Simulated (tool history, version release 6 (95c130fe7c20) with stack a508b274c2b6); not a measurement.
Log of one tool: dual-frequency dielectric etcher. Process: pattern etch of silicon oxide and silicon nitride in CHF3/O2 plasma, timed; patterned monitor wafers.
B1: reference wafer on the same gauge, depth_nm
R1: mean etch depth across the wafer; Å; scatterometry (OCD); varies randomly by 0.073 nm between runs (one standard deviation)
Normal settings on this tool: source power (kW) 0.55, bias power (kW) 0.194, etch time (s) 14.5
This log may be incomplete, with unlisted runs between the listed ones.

run 1 hour=0 | source_power_(kW)=0.55 bias_power_(kW)=0.194 etch_time_(s)=14.5 | B1=21.51 | R1=222.2
run 2 hour=58.1 | source_power_(kW)=0.55 bias_power_(kW)=0.194 etch_time_(s)=12.5 | B1=21.5 | R1=192
run 3 hour=106.9 | source_power_(kW)=0.55 bias_power_(kW)=0.194 etch_time_(s)=12.5 | B1=21.49 | R1=192.4
run 4 hour=180.8 | source_power_(kW)=0.55 bias_power_(kW)=0.194 etch_time_(s)=12.5 | B1=21.48 | R1=191.6
-- hour=222.1 wet clean of the chamber
run 5 hour=222.6 | source_power_(kW)=0.55 bias_power_(kW)=0.16 etch_time_(s)=18 | B1=21.52 | R1=258.9
run 6 hour=257.8 | source_power_(kW)=0.55 bias_power_(kW)=0.194 etch_time_(s)=14.5 | B1=21.49 | R1=222.9
-- hour=262.8 source power generator calibrated
run 7 hour=314.9 | source_power_(kW)=0.62 bias_power_(kW)=0.194 etch_time_(s)=18.5 | B1=21.51 | R1=291.9
run 8 hour=381.4 | source_power_(kW)=0.45 bias_power_(kW)=0.194 etch_time_(s)=13 | B1=21.51 | R1=183.3
run 9 hour=432.3 | source_power_(kW)=0.49 bias_power_(kW)=0.176 etch_time_(s)=11 | B1=21.51 | R1=154.1
run 10 hour=507.1 | source_power_(kW)=0.55 bias_power_(kW)=0.194 etch_time_(s)=14.5 | B1=21.48 | R1=218.9
run 11 hour=570 | source_power_(kW)=0.6 bias_power_(kW)=0.146 etch_time_(s)=11.5 | B1=21.5 | R1=162.8
run 12 hour=621.9 | source_power_(kW)=0.48 bias_power_(kW)=0.234 etch_time_(s)=14.5 | B1=21.53 | R1=223.5
run 13 hour=670.9 | source_power_(kW)=0.55 bias_power_(kW)=0.194 etch_time_(s)=14.5 | B1=21.53 | R1=219.2
-- hour=727.8 bias power generator calibrated
-- hour=762.9 wet clean of the chamber
run 14 hour=763.4 | source_power_(kW)=0.55 bias_power_(kW)=0.194 etch_time_(s)=17.5 | B1=21.5 | R1=264.2
run 15 hour=850.8 | source_power_(kW)=0.55 bias_power_(kW)=0.164 etch_time_(s)=11 | B1=21.48 | R1=157
run 16 hour=909.4 | source_power_(kW)=0.5 bias_power_(kW)=0.194 etch_time_(s)=17.5 | B1=21.54 | R1=255.8
run 17 hour=955.2 | source_power_(kW)=0.55 bias_power_(kW)=0.194 etch_time_(s)=14.5 | B1=21.51 | R1=220.1
run 18 hour=996.5 | source_power_(kW)=0.43 bias_power_(kW)=0.159 etch_time_(s)=14.5 | B1=21.49 | R1=188.2
run 19 hour=1034.8 | source_power_(kW)=0.61 bias_power_(kW)=0.154 etch_time_(s)=13.5 | B1=21.49 | R1=197.2
-- hour=1117.3 gauge calibrated
run 20 hour=1139.8 | source_power_(kW)=0.47 bias_power_(kW)=0.194 etch_time_(s)=11 | B1=21.49 | R1=157.9
run 21 hour=1243.8 | source_power_(kW)=0.55 bias_power_(kW)=0.154 etch_time_(s)=13 | B1=21.54 | R1=182.2
-- hour=1301.9 wet clean of the chamber
run 22 hour=1337.7 | source_power_(kW)=0.47 bias_power_(kW)=0.167 etch_time_(s)=11.5 | B1=21.5 | R1=157.4
run 23 hour=1541.8 | source_power_(kW)=0.46 bias_power_(kW)=0.146 etch_time_(s)=11.5 | B1=21.54 | R1=148.9
run 24 hour=1634.2 | source_power_(kW)=0.55 bias_power_(kW)=0.194 etch_time_(s)=14.5 | B1=21.52 | R1=220.5
run 25 hour=1693.3 | source_power_(kW)=0.55 bias_power_(kW)=0.194 etch_time_(s)=14.5 | B1=21.5 | R1=219.7
run 26 hour=1739.4 | source_power_(kW)=0.65 bias_power_(kW)=0.194 etch_time_(s)=14.5 | B1=21.51 | R1=234
run 27 hour=1790.4 | source_power_(kW)=0.55 bias_power_(kW)=0.194 etch_time_(s)=14.5 | B1=21.52 | R1=220.2
run 28 hour=1845.6 | source_power_(kW)=0.6 bias_power_(kW)=0.194 etch_time_(s)=12.5 | B1=21.5 | R1=196

Branching from run 28: 5 alternative next runs. What would each branch give?
run A hour=1846 | source_power_(kW)=0.55 bias_power_(kW)=0.194 etch_time_(s)=14.5 | B1=? | R1=?
run B hour=1846 | source_power_(kW)=0.47 bias_power_(kW)=0.223 etch_time_(s)=10 | B1=? | R1=?
run C hour=1846 | source_power_(kW)=0.55 bias_power_(kW)=0.154 etch_time_(s)=16.5 | B1=? | R1=?
run D hour=1846 | source_power_(kW)=0.63 bias_power_(kW)=0.194 etch_time_(s)=14.5 | B1=? | R1=?
run E hour=1846 | source_power_(kW)=0.6 bias_power_(kW)=0.194 etch_time_(s)=12 | B1=? | R1=?

run=A B1=21.49 R1=220.4
run=B B1=21.49 R1=150.9
run=C B1=21.49 R1=232.1
run=D B1=21.49 R1=231.4
run=E B1=21.49 R1=188.1
Without the tool's hidden state the same runs would have given:
run=A R1=219
run=B R1=150
run=C R1=230.6
run=D R1=229.9
run=E R1=186.9
